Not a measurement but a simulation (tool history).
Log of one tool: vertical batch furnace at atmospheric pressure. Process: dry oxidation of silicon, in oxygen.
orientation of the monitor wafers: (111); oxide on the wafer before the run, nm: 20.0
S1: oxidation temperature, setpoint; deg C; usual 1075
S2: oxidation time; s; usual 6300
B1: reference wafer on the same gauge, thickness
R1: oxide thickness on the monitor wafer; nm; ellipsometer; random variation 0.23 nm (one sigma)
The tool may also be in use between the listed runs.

| run | hour | S1 | S2 | B1 | R1 |
|---|---|---|---|---|---|
| 1 | 0.0 | 1082 | 6300 | 158.91 | 158.13 |
| 2 | 31.9 | 1082 | 6300 | 158.84 | 158.32 |
| 3 | 83.2 | 1082 | 6300 | 158.68 | 158.26 |
| 4 | 116.8 | 1075 | 4740 | 158.64 | 128.81 |
| 5 | 132.9 | 1075 | 6300 | 158.53 | 151.55 |
| 6 | 161.0 | 1075 | 6300 | 158.43 | 151.91 |
| 7 | 186.5 | 1075 | 6300 | 158.39 | 151.52 |
| 8 | 216.0 | 1075 | 6300 | 158.25 | 151.19 |
|  | 338.0 | boat lift adjusted |
| 9 | 338.5 | 1075 | 6300 | 157.71 | 150.56 |
| 10 | 352.2 | 1075 | 6300 | 157.67 | 150.81 |
| 11 | 386.8 | 1075 | 6300 | 157.47 | 150.84 |
| 12 | 412.1 | 1075 | 6300 | 157.30 | 150.37 |
|  | 444.8 | thermocouples replaced and temperature profile calibrated |
| 13 | 445.3 | 1075 | 6300 | 157.05 | 150.08 |
| 14 | 451.2 | 1075 | 6300 | 157.06 | 150.14 |
| 15 | 480.7 | 1075 | 6300 | 156.90 | 149.95 |
| 16 | 496.8 | 1088 | 4830 | 156.71 | 139.16 |
| 17 | 508.8 | 1082 | 5160 | 156.71 | 139.32 |
|  | 511.6 | gauge calibrated |
| 18 | 542.5 | 1093 | 4740 | 158.85 | 143.64 |
| 19 | 559.7 | 1087 | 3510 | 158.83 | 116.54 |
| 20 | 583.8 | 1075 | 6300 | 158.77 | 151.98 |
| 21 | 599.8 | 1088 | 4890 | 158.76 | 141.49 |
| 22 | 616.8 | 1075 | 6300 | 158.72 | 151.77 |
| 23 | 632.2 | 1075 | 7860 | 158.72 | 172.44 |
| 24 | 667.0 | 1075 | 9000 | 158.66 | 186.51 |
| 25 | 699.6 | 1084 | 8730 | 158.67 | 192.83 |
| 26 | 728.2 | 1075 | 4740 | 158.54 | 128.90 |
| 27 | 741.3 | 1075 | 6300 | 158.51 | 151.61 |
| 28 | 767.1 | 1075 | 6300 | 158.51 | 151.44 |
| 29 | 792.7 | 1075 | 6300 | 158.40 | 151.92 |
| 30 | 820.5 | 1062 | 3150 | 158.25 | 94.09 |

Forecast each of these 4 alternatives for the next run:
| A | 826.5 | 1075 | 3750 | ? | ? |
| B | 826.5 | 1075 | 5070 | ? | ? |
| C | 826.5 | 1075 | 7620 | ? | ? |
| D | 826.5 | 1087 | 7440 | ? | ? |

| run | B1 | R1 |
|---|---|---|
| A | 158.27 | 111.98 |
| B | 158.27 | 133.39 |
| C | 158.27 | 168.89 |
| D | 158.27 | 178.75 |
Without the tool's hidden state the same runs would have given:
| run | R1 |
|---|---|
| A | 112.49 |
| B | 134.01 |
| C | 169.66 |
| D | 179.57 |

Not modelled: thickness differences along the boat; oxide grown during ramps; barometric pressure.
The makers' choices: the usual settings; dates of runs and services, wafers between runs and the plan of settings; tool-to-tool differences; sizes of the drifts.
